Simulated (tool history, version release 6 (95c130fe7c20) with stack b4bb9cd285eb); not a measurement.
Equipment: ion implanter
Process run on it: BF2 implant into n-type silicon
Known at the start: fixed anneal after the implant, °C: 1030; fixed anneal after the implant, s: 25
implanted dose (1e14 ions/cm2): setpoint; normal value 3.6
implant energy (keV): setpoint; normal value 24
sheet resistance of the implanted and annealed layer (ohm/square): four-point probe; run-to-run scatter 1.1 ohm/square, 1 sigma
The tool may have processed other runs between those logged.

run,hour,implanted dose (1e14 ions/cm2),implant energy (keV),wafers since the last listed run,hours since the last dose calibration,hours since the extraction supply was calibrated,hours since the gauge calibration,"read-back reference wafer on the same gauge, sheet resistance",sheet resistance of the implanted and annealed layer (ohm/square)
1,0,3.6,24,0,572,4873.9,841,376.75,324.95
2,42.7,3.6,24,1325,614.7,4916.6,883.7,376.79,326.39
# hour 96.3: Faraday cup replaced and dose calibrated
3,119.2,4.15,28,2126,22.9,4993.1,960.2,376.96,282.94
4,208.3,4.15,28,2765,112,5082.2,1049.3,377.2,282.88
5,269.2,4.15,28,1890,172.9,5143.1,1110.2,377.26,285.04
6,483,3.6,24,6635,386.7,5356.9,1324,376.84,325.87
7,521.8,3.6,24,1204,425.5,5395.7,1362.8,377.11,325.17
8,562.8,3.6,24,1272,466.5,5436.7,1403.8,376.77,324.38
# hour 633.5: Faraday cup replaced and dose calibrated
9,657.5,3.6,24,2690,24,5531.4,1498.5,376.74,325.11
10,703.4,3.6,24,1424,69.9,5577.3,1544.4,377.25,324.9
# hour 779.6: gauge calibrated
11,783.9,3.6,24,2498,150.4,5657.8,4.3,377.23,326.03
12,849,3.6,24,2020,215.5,5722.9,69.4,377.18,325.75
13,947.6,3.16,24,3060,314.1,5821.5,168,376.82,363.17
14,1028.9,3.16,24,2523,395.4,5902.8,249.3,376.99,363.56
# hour 1039: extraction supply calibrated
# hour 1187.3: Faraday cup replaced and dose calibrated
15,1206.8,3.16,24,5025,19.5,167.8,427.2,377.03,363.26
16,1247.3,3.18,21.5,1257,60,208.3,467.7,377.38,364.88
17,1291.9,4.48,18.5,1384,104.6,252.9,512.3,377,280.27
18,1360.8,2.65,18,2138,173.5,321.8,581.2,376.98,433.91
19,1439.7,4.09,16.5,2448,252.4,400.7,660.1,377.06,305.25
20,1491.4,4.33,24,1604,304.1,452.4,711.8,377.14,278

The next listed run, before its measurement:
21,1531.1,3.6,24,1232,343.8,492.1,751.5,?,?

{"run 21": {"read-back reference wafer on the same gauge, sheet resistance": 376.96, "sheet resistance of the implanted and annealed layer (ohm/square)": 324.61}}
Were there no unlogged condition in the tool, this run, its random variation unchanged, would have produced sheet resistance of the implanted and annealed layer (ohm/square) 324.61.

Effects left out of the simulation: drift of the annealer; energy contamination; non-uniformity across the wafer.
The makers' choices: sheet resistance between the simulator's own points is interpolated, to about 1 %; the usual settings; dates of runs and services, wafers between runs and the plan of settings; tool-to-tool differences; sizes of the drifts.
